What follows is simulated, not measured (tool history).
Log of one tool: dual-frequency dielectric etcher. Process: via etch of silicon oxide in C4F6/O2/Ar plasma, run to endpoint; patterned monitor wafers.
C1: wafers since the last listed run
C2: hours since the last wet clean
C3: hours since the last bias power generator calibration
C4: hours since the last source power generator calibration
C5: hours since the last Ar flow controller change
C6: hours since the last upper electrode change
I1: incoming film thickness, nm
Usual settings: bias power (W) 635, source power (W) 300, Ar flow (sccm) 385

run 1 hour=0.0 | bias_power_(W)=635 source_power_(W)=300 Ar_flow_(sccm)=385 | C1=0 C2=398.9 C3=2742.1 C4=4477.2 C5=5781.8 C6=2408.4 | I1=130.9 | endpoint_time_(s)=32.8
run 2 hour=52.6 | bias_power_(W)=635 source_power_(W)=300 Ar_flow_(sccm)=385 | C1=689 C2=451.5 C3=2794.7 C4=4529.8 C5=5834.4 C6=2461.0 | I1=130.6 | endpoint_time_(s)=32.2
run 3 hour=94.6 | bias_power_(W)=635 source_power_(W)=300 Ar_flow_(sccm)=385 | C1=550 C2=493.5 C3=2836.7 C4=4571.8 C5=5876.4 C6=2503.0 | I1=130.4 | endpoint_time_(s)=32.9
-- hour=135.2 wet clean of the chamber
run 4 hour=161.9 | bias_power_(W)=635 source_power_(W)=300 Ar_flow_(sccm)=385 | C1=567 C2=26.7 C3=2904.0 C4=4639.1 C5=5943.7 C6=2570.3 | I1=130.0 | endpoint_time_(s)=31.3
run 5 hour=190.0 | bias_power_(W)=635 source_power_(W)=300 Ar_flow_(sccm)=385 | C1=368 C2=54.8 C3=2932.1 C4=4667.2 C5=5971.8 C6=2598.4 | I1=129.3 | endpoint_time_(s)=31.4
run 6 hour=253.1 | bias_power_(W)=635 source_power_(W)=300 Ar_flow_(sccm)=385 | C1=827 C2=117.9 C3=2995.2 C4=4730.3 C5=6034.9 C6=2661.5 | I1=128.8 | endpoint_time_(s)=31.2
run 7 hour=312.2 | bias_power_(W)=635 source_power_(W)=300 Ar_flow_(sccm)=385 | C1=774 C2=177.0 C3=3054.3 C4=4789.4 C5=6094.0 C6=2720.6 | I1=128.9 | endpoint_time_(s)=31.1
run 8 hour=338.2 | bias_power_(W)=635 source_power_(W)=300 Ar_flow_(sccm)=385 | C1=340 C2=203.0 C3=3080.3 C4=4815.4 C5=6120.0 C6=2746.6 | I1=129.5 | endpoint_time_(s)=31.6
run 9 hour=437.4 | bias_power_(W)=635 source_power_(W)=300 Ar_flow_(sccm)=385 | C1=1300 C2=302.2 C3=3179.5 C4=4914.6 C5=6219.2 C6=2845.8 | I1=130.6 | endpoint_time_(s)=32.1
-- hour=453.2 source power generator calibrated
-- hour=477.5 Ar flow controller replaced
run 10 hour=505.9 | bias_power_(W)=635 source_power_(W)=300 Ar_flow_(sccm)=385 | C1=766 C2=370.7 C3=3248.0 C4=52.7 C5=28.4 C6=2914.3 | I1=127.3 | endpoint_time_(s)=31.7
run 11 hour=577.2 | bias_power_(W)=480 source_power_(W)=300 Ar_flow_(sccm)=347 | C1=934 C2=442.0 C3=3319.3 C4=124.0 C5=99.7 C6=2985.6 | I1=129.9 | endpoint_time_(s)=36.2
-- hour=629.9 upper electrode replaced
run 12 hour=632.9 | bias_power_(W)=726 source_power_(W)=270 Ar_flow_(sccm)=348 | C1=415 C2=497.7 C3=3375.0 C4=179.7 C5=155.4 C6=3.0 | I1=129.7 | endpoint_time_(s)=31.4
-- hour=709.7 wet clean of the chamber
run 13 hour=710.2 | bias_power_(W)=730 source_power_(W)=260 Ar_flow_(sccm)=385 | C1=698 C2=0.5 C3=3452.3 C4=257.0 C5=232.7 C6=80.3 | I1=129.7 | endpoint_time_(s)=31.4
-- hour=733.3 bias power generator calibrated
run 14 hour=735.3 | bias_power_(W)=572 source_power_(W)=300 Ar_flow_(sccm)=385 | C1=276 C2=25.6 C3=2.0 C4=282.1 C5=257.8 C6=105.4 | I1=129.2 | endpoint_time_(s)=32.9
run 15 hour=783.7 | bias_power_(W)=635 source_power_(W)=300 Ar_flow_(sccm)=385 | C1=634 C2=74.0 C3=50.4 C4=330.5 C5=306.2 C6=153.8 | I1=128.8 | endpoint_time_(s)=31.1
run 16 hour=827.1 | bias_power_(W)=635 source_power_(W)=300 Ar_flow_(sccm)=349 | C1=568 C2=117.4 C3=93.8 C4=373.9 C5=349.6 C6=197.2 | I1=130.0 | endpoint_time_(s)=30.7
run 17 hour=853.0 | bias_power_(W)=708 source_power_(W)=300 Ar_flow_(sccm)=385 | C1=339 C2=143.3 C3=119.7 C4=399.8 C5=375.5 C6=223.1 | I1=130.4 | endpoint_time_(s)=30.2
run 18 hour=901.5 | bias_power_(W)=635 source_power_(W)=230 Ar_flow_(sccm)=340 | C1=635 C2=191.8 C3=168.2 C4=448.3 C5=424.0 C6=271.6 | I1=130.0 | endpoint_time_(s)=35.4
run 19 hour=966.8 | bias_power_(W)=635 source_power_(W)=300 Ar_flow_(sccm)=385 | C1=855 C2=257.1 C3=233.5 C4=513.6 C5=489.3 C6=336.9 | I1=130.1 | endpoint_time_(s)=31.6
run 20 hour=1035.5 | bias_power_(W)=635 source_power_(W)=300 Ar_flow_(sccm)=425 | C1=900 C2=325.8 C3=302.2 C4=582.3 C5=558.0 C6=405.6 | I1=129.2 | endpoint_time_(s)=32.5
run 21 hour=1100.4 | bias_power_(W)=635 source_power_(W)=260 Ar_flow_(sccm)=427 | C1=850 C2=390.7 C3=367.1 C4=647.2 C5=622.9 C6=470.5 | I1=128.7 | endpoint_time_(s)=34.3

5 ways to go on from here, each from the tool as it stands after run 21. What would each give?
run A hour=1100.8 | bias_power_(W)=729 source_power_(W)=300 Ar_flow_(sccm)=385 | C1=5 C2=391.1 C3=367.5 C4=647.6 C5=623.3 C6=470.9 | I1=129.7 | endpoint_time_(s)=?
run B hour=1100.8 | bias_power_(W)=635 source_power_(W)=300 Ar_flow_(sccm)=350 | C1=5 C2=391.1 C3=367.5 C4=647.6 C5=623.3 C6=470.9 | I1=129.7 | endpoint_time_(s)=?
run C hour=1100.8 | bias_power_(W)=537 source_power_(W)=300 Ar_flow_(sccm)=385 | C1=5 C2=391.1 C3=367.5 C4=647.6 C5=623.3 C6=470.9 | I1=129.7 | endpoint_time_(s)=?
run D hour=1100.8 | bias_power_(W)=541 source_power_(W)=300 Ar_flow_(sccm)=451 | C1=5 C2=391.1 C3=367.5 C4=647.6 C5=623.3 C6=470.9 | I1=129.7 | endpoint_time_(s)=?
run E hour=1100.8 | bias_power_(W)=548 source_power_(W)=370 Ar_flow_(sccm)=461 | C1=5 C2=391.1 C3=367.5 C4=647.6 C5=623.3 C6=470.9 | I1=129.7 | endpoint_time_(s)=?

run=A endpoint_time_(s)=30.6
run=B endpoint_time_(s)=32.1
run=C endpoint_time_(s)=35.1
run=D endpoint_time_(s)=35.8
run=E endpoint_time_(s)=32.5
Without the tool's hidden state the same runs would have given:
run=A endpoint_time_(s)=29.5
run=B endpoint_time_(s)=30.9
run=C endpoint_time_(s)=33.9
run=D endpoint_time_(s)=34.6
run=E endpoint_time_(s)=31.4

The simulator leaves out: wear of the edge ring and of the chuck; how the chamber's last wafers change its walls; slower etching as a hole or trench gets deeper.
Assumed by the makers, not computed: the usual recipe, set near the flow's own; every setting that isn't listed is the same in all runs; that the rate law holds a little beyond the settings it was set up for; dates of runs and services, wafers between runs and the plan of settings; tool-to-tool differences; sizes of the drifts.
